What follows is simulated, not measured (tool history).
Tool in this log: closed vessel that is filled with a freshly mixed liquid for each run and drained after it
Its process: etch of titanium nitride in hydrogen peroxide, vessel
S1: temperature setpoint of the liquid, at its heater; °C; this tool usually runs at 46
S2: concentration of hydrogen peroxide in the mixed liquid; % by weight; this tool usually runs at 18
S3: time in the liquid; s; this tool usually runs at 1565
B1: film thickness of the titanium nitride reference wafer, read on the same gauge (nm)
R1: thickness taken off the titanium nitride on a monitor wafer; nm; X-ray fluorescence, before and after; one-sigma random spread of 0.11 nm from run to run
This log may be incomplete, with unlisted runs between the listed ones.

{"run": 1, "hour": 0.0, "S1": 40.5, "S2": 18, "S3": 1565, "B1": 120.03, "R1": 41.12}
{"hour": 9.3, "done": "gauge calibrated"}
{"run": 2, "hour": 10.2, "S1": 40.5, "S2": 18, "S3": 1565, "B1": 120.02, "R1": 41.15}
{"run": 3, "hour": 25.6, "S1": 46, "S2": 18, "S3": 935, "B1": 120.01, "R1": 37.11}
{"run": 4, "hour": 36.5, "S1": 46, "S2": 18, "S3": 935, "B1": 120.02, "R1": 37.1}
{"run": 5, "hour": 48.3, "S1": 46, "S2": 18, "S3": 2145, "B1": 119.99, "R1": 85.47}
{"run": 6, "hour": 54.9, "S1": 46, "S2": 18, "S3": 2145, "B1": 120, "R1": 85.31}
{"run": 7, "hour": 71.3, "S1": 46, "S2": 18, "S3": 1565, "B1": 119.99, "R1": 62.58}
{"hour": 84.5, "done": "new drum of peroxide connected"}
{"run": 8, "hour": 85.2, "S1": 46, "S2": 18, "S3": 1565, "B1": 119.94, "R1": 62.76}
{"hour": 97.1, "done": "thermometer replaced"}
{"hour": 97.9, "done": "peroxide flow meter replaced"}
{"run": 9, "hour": 98.7, "S1": 52.5, "S2": 20, "S3": 2395, "B1": 119.98, "R1": 137.5}
{"run": 10, "hour": 109.0, "S1": 52, "S2": 22.5, "S3": 2125, "B1": 120.02, "R1": 120.8}
{"run": 11, "hour": 118.7, "S1": 46, "S2": 18, "S3": 1565, "B1": 119.98, "R1": 54.68}
{"run": 12, "hour": 136.3, "S1": 46, "S2": 12.5, "S3": 2305, "B1": 120.01, "R1": 74.59}
{"hour": 137.1, "done": "gauge calibrated"}
{"run": 13, "hour": 142.4, "S1": 42.5, "S2": 12.5, "S3": 2035, "B1": 120, "R1": 51.1}
{"run": 14, "hour": 149.7, "S1": 55, "S2": 18, "S3": 1565, "B1": 119.98, "R1": 105.11}
{"run": 15, "hour": 164.9, "S1": 41, "S2": 20, "S3": 1565, "B1": 120.01, "R1": 38.58}
{"run": 16, "hour": 178.4, "S1": 46, "S2": 18, "S3": 1565, "B1": 120.05, "R1": 55.15}

Each row is a separate what-if for the run after 16, all from the same tool condition, not one after another. Results?
{"run": "A", "hour": 179.5, "S1": 46, "S2": 20, "S3": 1565, "B1": "?", "R1": "?"}
{"run": "B", "hour": 179.5, "S1": 41, "S2": 21.5, "S3": 1290, "B1": "?", "R1": "?"}
{"run": "C", "hour": 179.5, "S1": 52.5, "S2": 21, "S3": 2300, "B1": "?", "R1": "?"}
{"run": "D", "hour": 179.5, "S1": 40, "S2": 18, "S3": 1085, "B1": "?", "R1": "?"}

run=A B1=120.03 R1=56.63
run=B B1=120.03 R1=32.57
run=C B1=120.03 R1=134.69
run=D B1=120.03 R1=24.43
With the hidden condition removed and each run's random variation left untouched, the same runs would have given:
run=A R1=55.51
run=B R1=31.9
run=C R1=132.13
run=D R1=23.92
